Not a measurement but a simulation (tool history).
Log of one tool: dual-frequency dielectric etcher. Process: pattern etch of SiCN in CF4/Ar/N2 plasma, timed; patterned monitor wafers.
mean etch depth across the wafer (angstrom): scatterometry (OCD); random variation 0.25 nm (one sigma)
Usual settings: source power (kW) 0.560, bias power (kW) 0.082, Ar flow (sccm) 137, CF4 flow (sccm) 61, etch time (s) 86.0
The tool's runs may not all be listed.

run,day,source power (kW),bias power (kW),Ar flow (sccm),CF4 flow (sccm),etch time (s),wafers since the last listed run,hours since the last wet clean,hours since the last source power generator calibration,hours since the last bias power generator calibration,hours since the last Ar flow controller change,hours since the last CF4 flow controller change,hours since the last upper electrode change,hours since the gauge calibration,"read-back reference wafer on the same gauge, depth_nm",mean etch depth across the wafer (angstrom)
1,0.000,0.560,0.082,137,61,86.0,0,288.6,3392.6,3954.9,4903.5,1696.6,3530.1,49.2,93.4,884
2,0.396,0.560,0.082,137,61,86.0,127,298.1,3402.1,3964.4,4913.0,1706.1,3539.6,58.7,93.4,891
3,0.938,0.560,0.082,137,61,86.0,174,311.1,3415.1,3977.4,4926.0,1719.1,3552.6,71.7,93.4,886
4,1.350,0.560,0.082,137,61,70.0,132,321.0,3425.0,3987.3,4935.9,1729.0,3562.5,81.6,93.5,720
5,2.062,0.560,0.082,137,61,70.0,229,338.1,3442.1,4004.4,4953.0,1746.1,3579.6,98.7,93.3,718
6,2.688,0.560,0.082,156,61,86.0,201,353.1,3457.1,4019.4,4968.0,1761.1,3594.6,113.7,93.4,865
# day 3.362: CF4 flow controller replaced
# day 3.512: source power generator calibrated
7,3.533,0.560,0.082,156,61,86.0,143,373.4,0.5,4039.7,4988.3,4.1,3614.9,134.0,93.4,861
8,3.546,0.560,0.082,137,61,86.0,4,373.7,0.8,4040.0,4988.6,4.4,3615.2,134.3,93.4,879
# day 3.946: bias power generator calibrated
# day 4.667: upper electrode replaced
9,4.688,0.560,0.082,137,61,86.0,82,401.1,28.2,17.8,5016.0,31.8,0.5,161.7,93.4,877
10,4.700,0.560,0.087,137,61,86.0,4,401.4,28.5,18.1,5016.3,32.1,0.8,162.0,93.4,909
# day 5.992: wet clean of the chamber
11,6.012,0.500,0.091,115,72,86.0,100,0.5,60.0,49.6,5047.8,63.6,32.3,193.5,93.4,899
12,6.025,0.520,0.072,164,61,69.0,4,0.8,60.3,49.9,5048.1,63.9,32.6,193.8,93.4,621
# day 6.392: Ar flow controller replaced
13,6.412,0.560,0.082,137,61,86.0,44,10.1,69.6,59.2,0.5,73.2,41.9,203.1,93.5,894
14,7.083,0.560,0.082,137,61,86.0,216,26.2,85.7,75.3,16.6,89.3,58.0,219.2,93.5,893
# day 7.342: gauge calibrated
15,7.704,0.560,0.082,137,61,95.5,199,41.1,100.6,90.2,31.5,104.2,72.9,8.7,93.4,991
16,8.125,0.560,0.096,137,61,69.5,135,51.2,110.7,100.3,41.6,114.3,83.0,18.8,93.4,773
17,8.838,0.560,0.096,137,61,69.5,229,68.3,127.8,117.4,58.7,131.4,100.1,35.9,93.4,771
18,9.500,0.560,0.082,137,57,86.0,213,84.2,143.7,133.3,74.6,147.3,116.0,51.8,93.3,879

Hidden state or all else? Some run-to-run changes of mean etch depth across the wafer (angstrom), split into what the settings, what came in and random variation would give without the hidden state, and what is left for the hidden state (with any gauge scatter that isn't in both results):
The hidden state here: etch rate over this chamber's usual, %; source power that arrives over what is set, %; bias power that arrives over what is set, %; Ar flow that arrives over what is set, %; CF4 flow that arrives over what is set, %; gauge reads high (%).
Run 10 -> 11: source power (kW) 0.560 -> 0.500, bias power (kW) 0.087 -> 0.091, Ar flow (sccm) 137 -> 115, CF4 flow (sccm) 61 -> 72, wet clean of the chamber. mean etch depth across the wafer (angstrom) -10: hidden state +15, all else -25.
Run 11 -> 12: source power (kW) 0.500 -> 0.520, bias power (kW) 0.091 -> 0.072, Ar flow (sccm) 115 -> 164, CF4 flow (sccm) 72 -> 61, etch time (s) 86.0 -> 69.0. mean etch depth across the wafer (angstrom) -278: hidden state +2, all else -280.
